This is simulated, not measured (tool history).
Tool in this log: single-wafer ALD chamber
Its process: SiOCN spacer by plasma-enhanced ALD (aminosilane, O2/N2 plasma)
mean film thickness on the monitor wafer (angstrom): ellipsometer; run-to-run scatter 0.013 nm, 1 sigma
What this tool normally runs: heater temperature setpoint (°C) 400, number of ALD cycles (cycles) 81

run,day,heater temperature setpoint (°C),number of ALD cycles (cycles),wafers since the last listed run,hours since the last thermocouple change,hours since the gauge calibration,"read-back reference wafer on the same gauge, thickness_nm",mean film thickness on the monitor wafer (angstrom)
1,0,400,81,0,2042.8,65.5,5.117,53.66
2,2.212,400,81,159,2095.9,118.6,5.139,53.98
3,3.121,400,81,65,2117.7,140.4,5.145,53.76
4,3.792,400,81,48,2133.8,156.5,5.148,53.79
5,4.579,400,74,56,2152.7,175.4,5.151,49.22
6,5.871,406,81,93,2183.7,206.4,5.157,53.41
7,7.308,406,81,103,2218.2,240.9,5.166,53.11
8,8.479,400,81,84,2246.3,269,5.173,54.37
9,9.829,400,81,97,2278.7,301.4,5.174,54.53
10,10.942,400,81,80,2305.4,328.1,5.179,54.26
11,11.596,390,68,47,2321.1,343.8,5.178,45.63
12,12.446,390,68,61,2341.5,364.2,5.177,45.6
13,13.079,400,90,45,2356.7,379.4,5.179,60.15
14,14.2,400,90,80,2383.6,406.3,5.182,60.48
15,15.154,394,81,68,2406.5,429.2,5.182,54.58
16,16.2,394,81,75,2431.6,454.3,5.187,54.26
17,16.775,394,81,41,2445.4,468.1,5.185,54.47
18,17.7,400,76,66,2467.6,490.3,5.186,50.73
19,19.088,394,81,100,2500.9,523.6,5.19,54.15
20,20.371,394,94,92,2531.7,554.4,5.19,63.5
# day 20.696: gauge calibrated
21,21.796,408,81,102,2565.9,26.4,5.142,52.74
# day 22.138: thermocouple changed; heater temperature recalibrated
22,22.454,400,88,23,7.6,42.2,5.153,58.65
23,23.892,400,90,103,42.1,76.7,5.168,60.13
24,24.854,408,95,69,65.2,99.8,5.176,62.35
25,25.729,385,91,63,86.2,120.8,5.188,60.84
26,26.533,400,81,58,105.5,140.1,5.19,54.56

What does the tool deliver on the next run?
27,27.321,385,65,56,124.4,159,?,?

For run 27 the tool returned read-back reference wafer on the same gauge, thickness_nm 5.194, mean film thickness on the monitor wafer (angstrom) 43.61.
Minus the tool's unlogged condition, the same run would have read mean film thickness on the monitor wafer (angstrom) 42.8.
